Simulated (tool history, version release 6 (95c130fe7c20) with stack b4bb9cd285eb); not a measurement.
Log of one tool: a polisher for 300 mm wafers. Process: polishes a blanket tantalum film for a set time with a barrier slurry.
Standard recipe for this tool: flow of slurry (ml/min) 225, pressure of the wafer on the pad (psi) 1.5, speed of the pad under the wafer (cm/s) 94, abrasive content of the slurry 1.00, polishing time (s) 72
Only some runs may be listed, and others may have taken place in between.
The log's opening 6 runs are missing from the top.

run	hour	flow of slurry (ml/min)	pressure of the wafer on the pad (psi)	speed of the pad under the wafer (cm/s)	abrasive content of the slurry	polishing time (s)	incoming thickness of the incoming film, nm	film removed (Å)
# hour 137.1: worn pad replaced by a new one
7	154.9	225	1.5	94	1.00	72	269.9	726
# hour 178.9: head pressure recalibrated
8	228.3	225	1.5	94	1.00	72	270.6	713
# hour 240.4: slurry nozzle cleaned
9	259.0	225	1.5	94	1.00	72	272.3	768
10	294.8	225	1.5	94	1.00	72	272.3	767
# hour 318.7: slurry blender recalibrated
11	327.6	145	1.3	102	1.15	72	266.7	718
12	345.4	225	1.5	94	1.00	72	264.3	753
# hour 361.5: worn pad replaced by a new one, of another model than before
13	369.9	225	1.5	94	0.80	65	268.3	601
14	392.0	245	1.1	94	0.80	72	272.5	609
15	424.5	225	1.5	94	1.00	72	266.7	724
16	452.4	225	1.5	94	1.00	72	269.5	722
17	477.4	195	1.5	84	1.00	72	274.6	588
18	492.3	225	1.6	106	1.00	72	268.8	787
19	511.4	225	1.5	120	0.75	72	273.5	764
20	547.2	225	1.5	94	1.00	72	269.2	661
# hour 552.4: slurry nozzle cleaned
# hour 573.2: worn pad replaced by a new one
21	573.7	250	1.5	94	1.00	72	267.8	773
# hour 586.0: slurry blender recalibrated
22	597.4	225	1.5	94	1.00	48	264.2	501
23	622.2	225	1.6	106	1.00	72	263.8	885
24	635.0	165	1.5	94	1.00	62	267.6	592
25	652.0	260	1.5	74	1.15	84	267.1	738
26	686.0	225	1.5	94	1.00	72	274.6	739
27	730.4	225	1.2	94	1.20	72	271.6	698
28	759.2	165	1.2	114	1.00	62	267.7	590
# hour 790.5: worn pad replaced by a new one
29	791.0	175	1.2	94	1.00	83	272.4	648
30	850.4	225	1.5	94	1.00	72	274.5	653
# hour 860.6: slurry blender recalibrated
31	879.2	150	1.5	94	1.00	72	270.2	462

What if the next run were any one of these 3? Each begins from the tool's condition after run 31:
A	879.6	225	1.5	94	1.00	72	272.3	?
B	879.6	195	1.1	122	0.90	72	272.3	?
C	879.6	185	1.4	64	1.00	72	272.3	?

run	film removed (Å)
A	628
B	639
C	369
Without the tool's unlogged condition, the same runs would have read:
run	film removed (Å)
A	772
B	825
C	488
